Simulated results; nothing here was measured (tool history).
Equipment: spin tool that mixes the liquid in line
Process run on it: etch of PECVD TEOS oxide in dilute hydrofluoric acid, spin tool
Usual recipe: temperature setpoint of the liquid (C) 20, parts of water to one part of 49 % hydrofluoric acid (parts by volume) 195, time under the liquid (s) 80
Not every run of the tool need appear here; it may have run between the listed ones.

run,hour,temperature setpoint of the liquid (C),parts of water to one part of 49 % hydrofluoric acid (parts by volume),time under the liquid (s),wafers since the last listed run,hours since the thermometer was replaced,hours since the hydrofluoric acid flow meter was replaced,hours since the gauge calibration,"read-back film thickness of the PECVD TEOS oxide reference wafer, read on the same gauge (nm)",thickness taken off the PECVD TEOS oxide on a monitor wafer (nm)
1,0,20,195,45,0,2409.9,2113.3,525.7,79.926,2.663
2,9.1,20,195,45,73,2419,2122.4,534.8,80.02,2.624
3,15.6,20,195,45,52,2425.5,2128.9,541.3,80.011,2.668
4,21.9,20,245,80,51,2431.8,2135.2,547.6,80.011,3.54
# hour 24: hydrofluoric acid flow meter replaced
5,31.8,20,245,80,72,2441.7,7.8,557.5,80.067,3.536
6,44.2,20,195,120,100,2454.1,20.2,569.9,79.99,6.983
7,58.1,18,195,80,112,2468,34.1,583.8,80.004,4.292
8,71.4,18,195,80,107,2481.3,47.4,597.1,80.023,4.277
9,88.9,18,195,80,141,2498.8,64.9,614.6,79.986,4.351
10,102.2,20,195,80,107,2512.1,78.2,627.9,79.977,4.681
11,108.9,22.5,195,80,54,2518.8,84.9,634.6,80.012,5.052
# hour 123.5: thermometer replaced
12,124,20,195,60,114,0.5,100,649.7,79.951,3.476
13,139.1,17,265,80,122,15.6,115.1,664.8,79.979,2.876
14,152.3,23,230,45,106,28.8,128.3,678,79.978,2.441
15,170,17,195,125,143,46.5,146,695.7,80.011,6.47
16,181.8,20,195,80,95,58.3,157.8,707.5,80.028,4.713
17,188.1,17,115,110,51,64.6,164.1,713.8,79.979,10.425
18,201.8,17.5,130,120,111,78.3,177.8,727.5,79.989,10.221
19,215.9,20,195,80,114,92.4,191.9,741.6,79.956,4.59
20,231.6,20,195,80,127,108.1,207.6,757.3,80.056,4.651
21,240.5,24,195,100,72,117,216.5,766.2,80.054,6.802
22,248.7,24,245,65,66,125.2,224.7,774.4,79.992,3.356
23,257.8,20,195,80,73,134.3,233.8,783.5,79.983,4.631
# hour 258.4: gauge calibrated
24,274.5,22.5,140,120,135,151,250.5,16.1,79.942,11.527
25,321.6,20,195,80,381,198.1,297.6,63.2,80.007,4.671
26,331.3,23.5,195,80,78,207.8,307.3,72.9,80.031,5.383
27,344.8,21.5,195,125,109,221.3,320.8,86.4,80.041,7.735
28,355.9,17.5,230,40,89,232.4,331.9,97.5,80.045,1.762
29,364.2,20,195,60,67,240.7,340.2,105.8,79.968,3.532
30,380,17,195,125,128,256.5,356,121.6,79.995,6.497
31,389.2,20,195,80,74,265.7,365.2,130.8,79.983,4.674
32,405,17,195,110,128,281.5,381,146.6,79.926,5.754
33,414.3,20,160,105,75,290.8,390.3,155.9,80.005,7.92
34,431.4,20,120,50,138,307.9,407.4,173,80,5.092

For each entry between runs, how does the tool's hidden state at the last listed run before it compare with that at the first listed run after it?
Between runs 4 and 5: hydrofluoric acid flow meter replaced (hour 24)
  nothing in the hidden state changes from one run to the other
Between runs 11 and 12: thermometer replaced (hour 123.5)
  nothing in the hidden state changes from one run to the other
Between runs 23 and 24: gauge calibrated (hour 258.4)
  nothing in the hidden state changes from one run to the other
